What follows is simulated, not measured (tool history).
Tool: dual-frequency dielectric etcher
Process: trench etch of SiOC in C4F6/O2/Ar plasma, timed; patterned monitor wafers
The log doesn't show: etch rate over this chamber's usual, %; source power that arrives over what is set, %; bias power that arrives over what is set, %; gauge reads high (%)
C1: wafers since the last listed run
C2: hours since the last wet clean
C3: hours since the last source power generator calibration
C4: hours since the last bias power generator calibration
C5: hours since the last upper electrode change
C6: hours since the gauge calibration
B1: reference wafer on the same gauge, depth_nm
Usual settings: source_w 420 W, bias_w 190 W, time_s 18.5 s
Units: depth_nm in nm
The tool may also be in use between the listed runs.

{"run": 1, "day": 0.0, "source_w": 390, "bias_w": 190, "time_s": 18.5, "C1": 0, "C2": 230, "C3": 1480.2, "C4": 2680.7, "C5": 1804.3, "C6": 236.8, "B1": 45.28, "depth_nm": 41.42}
{"run": 2, "day": 0.462, "source_w": 390, "bias_w": 190, "time_s": 18.5, "C1": 129, "C2": 241.1, "C3": 1491.3, "C4": 2691.8, "C5": 1815.4, "C6": 247.9, "B1": 45.25, "depth_nm": 41.58}
{"run": 3, "day": 0.954, "source_w": 420, "bias_w": 190, "time_s": 22.5, "C1": 137, "C2": 252.9, "C3": 1503.1, "C4": 2703.6, "C5": 1827.2, "C6": 259.7, "B1": 45.31, "depth_nm": 52.74}
{"run": 4, "day": 1.325, "source_w": 420, "bias_w": 162, "time_s": 18.5, "C1": 103, "C2": 261.8, "C3": 1512, "C4": 2712.5, "C5": 1836.1, "C6": 268.6, "B1": 45.31, "depth_nm": 40.82}
{"run": 5, "day": 1.912, "source_w": 420, "bias_w": 162, "time_s": 18.5, "C1": 164, "C2": 275.9, "C3": 1526.1, "C4": 2726.6, "C5": 1850.2, "C6": 282.7, "B1": 45.33, "depth_nm": 41.04}
{"run": 6, "day": 2.212, "source_w": 490, "bias_w": 190, "time_s": 18.5, "C1": 84, "C2": 283.1, "C3": 1533.3, "C4": 2733.8, "C5": 1857.4, "C6": 289.9, "B1": 45.31, "depth_nm": 47.17}
{"run": 7, "day": 2.546, "source_w": 490, "bias_w": 190, "time_s": 18.5, "C1": 93, "C2": 291.1, "C3": 1541.3, "C4": 2741.8, "C5": 1865.4, "C6": 297.9, "B1": 45.28, "depth_nm": 47.04}
{"run": 8, "day": 3.15, "source_w": 490, "bias_w": 190, "time_s": 18.5, "C1": 169, "C2": 305.6, "C3": 1555.8, "C4": 2756.3, "C5": 1879.9, "C6": 312.4, "B1": 45.29, "depth_nm": 46.96}
{"run": 9, "day": 3.788, "source_w": 470, "bias_w": 190, "time_s": 18.5, "C1": 178, "C2": 320.9, "C3": 1571.1, "C4": 2771.6, "C5": 1895.2, "C6": 327.7, "B1": 45.29, "depth_nm": 46.25}
{"run": 10, "day": 4.162, "source_w": 470, "bias_w": 190, "time_s": 18.5, "C1": 105, "C2": 329.9, "C3": 1580.1, "C4": 2780.6, "C5": 1904.2, "C6": 336.7, "B1": 45.3, "depth_nm": 46.2}
{"run": 11, "day": 4.804, "source_w": 450, "bias_w": 190, "time_s": 22.5, "C1": 179, "C2": 345.3, "C3": 1595.5, "C4": 2796, "C5": 1919.6, "C6": 352.1, "B1": 45.35, "depth_nm": 55.14}
{"day": 4.929, "done": "gauge calibrated"}
{"run": 12, "day": 5.296, "source_w": 460, "bias_w": 190, "time_s": 18.5, "C1": 137, "C2": 357.1, "C3": 1607.3, "C4": 2807.8, "C5": 1931.4, "C6": 8.8, "B1": 45.3, "depth_nm": 45.76}
{"run": 13, "day": 5.754, "source_w": 420, "bias_w": 190, "time_s": 18.5, "C1": 128, "C2": 368.1, "C3": 1618.3, "C4": 2818.8, "C5": 1942.4, "C6": 19.8, "B1": 45.29, "depth_nm": 43.56}
{"run": 14, "day": 6.112, "source_w": 420, "bias_w": 190, "time_s": 18.5, "C1": 100, "C2": 376.7, "C3": 1626.9, "C4": 2827.4, "C5": 1951, "C6": 28.4, "B1": 45.32, "depth_nm": 43.83}
{"day": 6.375, "done": "bias power generator calibrated"}
{"run": 15, "day": 6.654, "source_w": 330, "bias_w": 190, "time_s": 20.5, "C1": 105, "C2": 389.7, "C3": 1639.9, "C4": 6.7, "C5": 1964, "C6": 41.4, "B1": 45.32, "depth_nm": 42.34}
{"run": 16, "day": 6.921, "source_w": 350, "bias_w": 190, "time_s": 18.5, "C1": 74, "C2": 396.1, "C3": 1646.3, "C4": 13.1, "C5": 1970.4, "C6": 47.8, "B1": 45.27, "depth_nm": 39.74}
{"day": 8.129, "done": "wet clean of the chamber"}
{"run": 17, "day": 8.15, "source_w": 510, "bias_w": 190, "time_s": 18.5, "C1": 64, "C2": 0.5, "C3": 1675.8, "C4": 42.6, "C5": 1999.9, "C6": 77.3, "B1": 45.29, "depth_nm": 46.74}
{"run": 18, "day": 8.162, "source_w": 420, "bias_w": 190, "time_s": 18.5, "C1": 3, "C2": 0.8, "C3": 1676.1, "C4": 42.9, "C5": 2000.2, "C6": 77.6, "B1": 45.31, "depth_nm": 42.21}
{"day": 9.662, "done": "source power generator calibrated"}
{"day": 9.683, "done": "upper electrode replaced"}
{"run": 19, "day": 9.704, "source_w": 390, "bias_w": 154, "time_s": 13.5, "C1": 378, "C2": 37.8, "C3": 1, "C4": 79.9, "C5": 0.5, "C6": 114.6, "B1": 45.32, "depth_nm": 27.32}
{"run": 20, "day": 9.721, "source_w": 420, "bias_w": 227, "time_s": 22, "C1": 4, "C2": 38.2, "C3": 1.4, "C4": 80.3, "C5": 0.9, "C6": 115, "B1": 45.31, "depth_nm": 53.89}
{"run": 21, "day": 9.733, "source_w": 340, "bias_w": 170, "time_s": 20.5, "C1": 3, "C2": 38.5, "C3": 1.7, "C4": 80.6, "C5": 1.2, "C6": 115.3, "B1": 45.34, "depth_nm": 40.03}
{"run": 22, "day": 9.792, "source_w": 520, "bias_w": 190, "time_s": 23, "C1": 16, "C2": 39.9, "C3": 3.1, "C4": 82, "C5": 2.6, "C6": 116.7, "B1": 45.32, "depth_nm": 58.76}

Run 23 comes next. What will it give?
{"run": 23, "day": 10.058, "source_w": 330, "bias_w": 210, "time_s": 14.5, "C1": 74, "C2": 46.3, "C3": 9.5, "C4": 88.4, "C5": 9, "C6": 123.1, "B1": "?", "depth_nm": "?"}

B1: 45.32
depth_nm: 30.11 nm
Without the tool's hidden state the same run would have given depth_nm 29.97 nm.
